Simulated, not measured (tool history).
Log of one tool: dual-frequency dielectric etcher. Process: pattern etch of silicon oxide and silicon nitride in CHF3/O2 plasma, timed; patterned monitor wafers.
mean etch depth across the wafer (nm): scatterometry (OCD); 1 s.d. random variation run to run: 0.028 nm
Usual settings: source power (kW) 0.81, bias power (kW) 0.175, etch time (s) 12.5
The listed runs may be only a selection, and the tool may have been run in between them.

run,hour,source power (kW),bias power (kW),etch time (s),wafers since the last listed run,hours since the last wet clean,hours since the last source power generator calibration,hours since the last bias power generator calibration,hours since the last upper electrode change,hours since the gauge calibration,"read-back reference wafer on the same gauge, depth_nm",mean etch depth across the wafer (nm)
1,0,0.81,0.175,12.5,0,360,3718.3,3074.2,3713.9,63.3,17.92,19.13
2,27.9,0.81,0.175,12.5,578,387.9,3746.2,3102.1,3741.8,91.2,17.91,19.11
3,56,0.81,0.175,12.5,583,416,3774.3,3130.2,3769.9,119.3,17.9,19.13
4,76.5,0.91,0.175,15.5,425,436.5,3794.8,3150.7,3790.4,139.8,17.89,25.39
5,133.7,0.91,0.175,15.5,1186,493.7,3852,3207.9,3847.6,197,17.91,25.43
6,151.8,0.91,0.175,15.5,375,511.8,3870.1,3226,3865.7,215.1,17.91,25.47
7,166.2,0.95,0.162,12.5,298,526.2,3884.5,3240.4,3880.1,229.5,17.91,20.49
8,178.9,0.95,0.162,12.5,263,538.9,3897.2,3253.1,3892.8,242.2,17.88,20.49
# hour 200.7: gauge calibrated
9,204.5,0.73,0.175,12.5,531,564.5,3922.8,3278.7,3918.4,3.8,17.9,17.95
# hour 212.5: source power generator calibrated
10,217.4,0.9,0.195,10.5,184,577.4,4.9,3291.6,3931.3,16.7,17.91,17.89
11,229.5,0.81,0.175,12.5,251,589.5,17,3303.7,3943.4,28.8,17.91,19.24
# hour 261.3: wet clean of the chamber
# hour 264.9: upper electrode replaced
12,265.4,0.81,0.144,12.5,171,4.1,52.9,3339.6,0.5,64.7,17.9,17.67
# hour 292.5: bias power generator calibrated
13,293,0.9,0.175,12.5,489,31.7,80.5,0.5,28.1,92.3,17.9,20.27
14,324.7,0.81,0.143,12.5,657,63.4,112.2,32.2,59.8,124,17.89,17.58
15,354.5,0.81,0.145,15,618,93.2,142,62,89.6,153.8,17.89,21.31
16,387.6,0.81,0.175,12.5,686,126.3,175.1,95.1,122.7,186.9,17.89,18.99
17,420.4,0.81,0.193,12.5,680,159.1,207.9,127.9,155.5,219.7,17.9,19.72
18,436.2,0.69,0.175,13.5,327,174.9,223.7,143.7,171.3,235.5,17.9,18.49

Branching from run 18: 4 alternative next runs. What would each branch give?
A,436.6,0.81,0.175,12.5,8,175.3,224.1,144.1,171.7,235.9,?,?
B,436.6,0.9,0.189,9,8,175.3,224.1,144.1,171.7,235.9,?,?
C,436.6,0.64,0.175,15.5,8,175.3,224.1,144.1,171.7,235.9,?,?
D,436.6,0.9,0.202,9.5,8,175.3,224.1,144.1,171.7,235.9,?,?

run,"read-back reference wafer on the same gauge, depth_nm",mean etch depth across the wafer (nm)
A,17.91,18.97
B,17.91,14.97
C,17.91,20.08
D,17.91,16.19
Without the tool's hidden state the same runs would have given:
run,mean etch depth across the wafer (nm)
A,18.92
B,14.93
C,20.02
D,16.15
